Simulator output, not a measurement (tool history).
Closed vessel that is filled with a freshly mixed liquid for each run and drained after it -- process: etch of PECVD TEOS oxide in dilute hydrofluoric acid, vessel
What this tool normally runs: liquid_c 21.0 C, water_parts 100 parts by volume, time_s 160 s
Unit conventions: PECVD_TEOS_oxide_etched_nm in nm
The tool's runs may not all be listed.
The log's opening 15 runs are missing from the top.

run	hour	liquid_c	water_parts	time_s	read-back film thickness of the PECVD TEOS oxide reference wafer, read on the same gauge (nm)	PECVD_TEOS_oxide_etched_nm
16	1071.6	21.0	100	160	150.05	22.81
17	1178.8	21.0	100	160	150.02	22.61
18	1231.7	21.0	100	205	149.98	28.95
19	1299.9	21.0	100	200	150.02	28.15
20	1386.6	21.0	130	215	150.03	22.62
# hour 1443.5: hydrofluoric acid flow meter replaced
21	1474.6	17.0	100	85	150.00	10.43
22	1580.1	21.0	130	215	150.00	22.94
23	1667.3	21.0	100	160	149.97	23.08
24	1767.8	21.0	100	160	149.98	22.91
25	1821.6	17.0	140	160	149.98	13.35
26	1891.7	21.0	100	160	149.97	22.80
# hour 1906.5: gauge calibrated
27	1949.0	17.0	75	245	149.95	40.84
28	1999.0	21.0	100	205	150.02	29.39
29	2067.5	18.0	65	120	150.00	24.08
30	2168.7	21.0	100	160	149.99	22.62
31	2258.8	24.0	120	200	149.98	25.70
32	2323.8	25.5	65	190	150.03	52.00
# hour 2391.1: hydrofluoric acid flow meter replaced
33	2397.2	24.0	100	225	149.98	36.63
34	2449.7	18.0	100	160	149.99	20.56

3 ways to go on from here, each from the tool as it stands after run 34. What would each give?
A	2450.4	21.0	100	160	?	?
B	2450.4	21.0	100	105	?	?
C	2450.4	17.0	100	210	?	?

run	read-back film thickness of the PECVD TEOS oxide reference wafer, read on the same gauge (nm)	PECVD_TEOS_oxide_etched_nm
A	150.02	23.42
B	150.02	15.37
C	150.02	26.05
Had the tool no hidden state, the same runs would have come out as:
run	PECVD_TEOS_oxide_etched_nm
A	23.58
B	15.48
C	26.23

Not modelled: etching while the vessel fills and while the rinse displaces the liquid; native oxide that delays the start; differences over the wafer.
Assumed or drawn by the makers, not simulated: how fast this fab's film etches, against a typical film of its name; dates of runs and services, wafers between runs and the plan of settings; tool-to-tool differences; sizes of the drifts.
